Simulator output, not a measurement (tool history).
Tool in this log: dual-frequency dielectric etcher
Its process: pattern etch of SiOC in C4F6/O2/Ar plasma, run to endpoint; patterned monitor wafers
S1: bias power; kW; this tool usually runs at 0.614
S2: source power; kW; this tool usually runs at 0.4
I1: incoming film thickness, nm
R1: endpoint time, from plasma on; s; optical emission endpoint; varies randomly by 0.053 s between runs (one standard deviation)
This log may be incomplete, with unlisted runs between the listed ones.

run	day	S1	S2	I1	R1
1	0	0.614	0.4	32.12	10.8
2	1.883	0.614	0.4	32.09	10.8
# day 3.296: wet clean of the chamber
3	3.317	0.614	0.4	32.04	10.3
4	4.962	0.614	0.4	32.2	10.4
5	6.267	0.614	0.4	32.27	10.5
6	7.812	0.614	0.4	32.02	10.4
7	9.5	0.614	0.4	32.38	10.8
8	10.562	0.614	0.4	32.23	10.7
9	13.433	0.614	0.4	31.95	10.7
10	16.188	0.614	0.4	32.34	10.9
11	17.342	0.614	0.4	32.33	10.8
12	18.562	0.614	0.4	32.12	10.8
13	20.962	0.614	0.42	32.08	10.7
# day 21.154: bias power generator calibrated
# day 22.325: upper electrode replaced, of another model than before
# day 23.221: wet clean of the chamber
14	26.662	0.546	0.43	32.56	11
15	28.571	0.704	0.4	32.45	10
16	29.825	0.614	0.38	32.23	10.9
17	31.604	0.508	0.34	32.41	12.8
18	32.871	0.614	0.31	31.99	12.2
19	35.604	0.479	0.49	32.12	11.1
20	37.1	0.547	0.4	31.94	11.3
# day 39: wet clean of the chamber
21	39.021	0.508	0.34	31.94	12.3
# day 40.354: source power generator calibrated
22	40.375	0.614	0.4	32.26	10.4
23	42.8	0.614	0.48	32.46	9.8
24	44.167	0.677	0.48	32.1	9.2
25	46.246	0.515	0.47	32.34	10.7
26	47.667	0.614	0.4	32.19	10.7
27	49.425	0.614	0.45	32.05	10.1
28	52.062	0.614	0.4	32	10.7
29	53.575	0.542	0.48	32.1	10.3
30	55.462	0.614	0.4	32.41	10.9
# day 58.038: wet clean of the chamber
31	58.55	0.614	0.4	32.18	10.4
32	59.658	0.614	0.34	32.15	11.4
33	62	0.614	0.4	32.13	10.5
34	64.362	0.614	0.4	32.21	10.6

Measured less the same run without the tool's hidden state. The same run-to-run variation is in both; the gauge's scatter may not be:
Hidden conditions of the tool in this case: etch rate over this chamber's usual, %; bias power that arrives over what is set, %; source power that arrives over what is set, %.
run	R1
1	+0.5
2	+0.5
3	+0
4	+0.1
5	+0.1
6	+0.1
7	+0.2
8	+0.3
9	+0.3
10	+0.4
11	+0.5
12	+0.5
13	+0.6
14	+0.2
15	+0.2
16	+0.3
17	+0.4
18	+0.4
19	+0.5
20	+0.6
21	-0.1
22	+0
23	+0.1
24	+0.1
25	+0.2
26	+0.2
27	+0.3
28	+0.3
29	+0.4
30	+0.5
31	+0
32	+0.1
33	+0.1
34	+0.2
